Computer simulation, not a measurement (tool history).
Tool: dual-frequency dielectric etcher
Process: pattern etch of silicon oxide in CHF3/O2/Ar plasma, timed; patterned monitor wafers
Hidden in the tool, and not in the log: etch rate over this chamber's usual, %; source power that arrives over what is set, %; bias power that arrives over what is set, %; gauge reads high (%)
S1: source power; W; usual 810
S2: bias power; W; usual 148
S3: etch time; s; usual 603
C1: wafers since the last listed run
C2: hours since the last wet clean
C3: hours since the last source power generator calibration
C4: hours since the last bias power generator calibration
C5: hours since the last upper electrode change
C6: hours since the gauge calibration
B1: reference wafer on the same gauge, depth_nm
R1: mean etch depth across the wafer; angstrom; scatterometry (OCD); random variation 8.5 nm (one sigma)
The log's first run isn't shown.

run	hour	S1	S2	S3	C1	C2	C3	C4	C5	C6	B1	R1
2	29.8	880	148	603	75	358.6	2126.7	2852.3	2236.3	408.3	1248.7	13298
3	46.1	810	166	603	41	374.9	2143	2868.6	2252.6	424.6	1252.4	13045
4	59.5	810	148	603	34	388.3	2156.4	2882	2266	438	1252.6	12525
# hour 83.6: source power generator calibrated
5	84	810	148	603	52	412.8	0.4	2906.5	2290.5	462.5	1247.4	12589
6	103.9	810	148	603	50	432.7	20.3	2926.4	2310.4	482.4	1248.7	12576
# hour 148.3: wet clean of the chamber
7	148.8	810	148	603	53	0.5	65.2	2971.3	2355.3	527.3	1249.7	12725
8	151.6	810	148	603	7	3.3	68	2974.1	2358.1	530.1	1249.4	12700
9	172.6	670	156	603	53	24.3	89	2995.1	2379.1	551.1	1251.7	11765
10	192.5	670	156	603	50	44.2	108.9	3015	2399	571	1248.1	11656
11	212.9	810	148	603	51	64.6	129.3	3035.4	2419.4	591.4	1250.6	12754
12	232.4	810	148	603	49	84.1	148.8	3054.9	2438.9	610.9	1250.1	12608
13	247.9	890	111	774.5	39	99.6	164.3	3070.4	2454.4	626.4	1249.9	15972
# hour 273.5: upper electrode replaced
14	274	760	148	452	5	125.7	190.4	3096.5	0.5	652.5	1251.3	9256
15	307.6	810	124	740	85	159.3	224	3130.1	34.1	686.1	1248	14907
16	324.3	740	148	441	42	176	240.7	3146.8	50.8	702.8	1249	8744
# hour 340.4: gauge calibrated
17	344.7	810	148	775.5	51	196.4	261.1	3167.2	71.2	4.3	1254	16229
# hour 358.1: bias power generator calibrated
18	358.6	740	148	441	25	210.3	275	0.5	85.1	18.2	1251.2	8856

Run 19 comes next. What will it give?
19	391.2	810	170	603	82	242.9	307.6	33.1	117.7	50.8	?	?

{"run 19": {"B1": 1251.4, "R1": 13209}}
Without the tool's hidden state the same run would have given R1 13209 angstrom.
